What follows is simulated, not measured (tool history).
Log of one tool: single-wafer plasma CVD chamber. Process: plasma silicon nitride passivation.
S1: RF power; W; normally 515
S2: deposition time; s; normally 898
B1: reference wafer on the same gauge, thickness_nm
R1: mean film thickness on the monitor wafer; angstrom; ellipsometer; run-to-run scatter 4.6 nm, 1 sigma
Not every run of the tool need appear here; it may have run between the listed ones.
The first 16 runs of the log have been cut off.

run	hour	S1	S2	B1	R1
17	1255.7	425	898	1619.094	13121.49
18	1359.5	615	740	1617.271	12054.54
19	1414.2	515	898	1616.355	13828.75
20	1513.5	465	898	1616.669	13515.40
# hour 1587.2: gauge calibrated
21	1605.9	485	847	1587.150	12578.19
22	1662.8	585	763	1589.583	12030.30
23	1727.9	415	992	1592.186	14279.13
24	1776.0	515	898	1596.007	13695.92
25	1872.9	515	898	1594.113	13732.36
26	1952.9	475	772	1596.352	11508.91
27	2033.4	515	746	1599.355	11348.73
28	2070.9	620	1053	1600.282	16842.86
# hour 2150.0: RF generator calibrated
29	2210.0	515	898	1603.143	13740.06
30	2274.0	515	1057	1602.918	16185.32
31	2321.7	515	1057	1607.754	16327.11
32	2366.5	540	731	1608.147	11298.02
33	2434.4	440	757	1607.440	11090.43

Here are 3 independent what-if runs from the current tool condition. What would each one return?
A	2435.0	515	898	?	?
B	2435.0	470	852	?	?
C	2435.0	460	898	?	?

run	B1	R1
A	1608.465	13810.60
B	1608.465	12784.94
C	1608.465	13397.98
Stripped of hidden state, with their random variation kept, the same runs would have yielded:
run	R1
A	13662.57
B	12647.90
C	13254.36
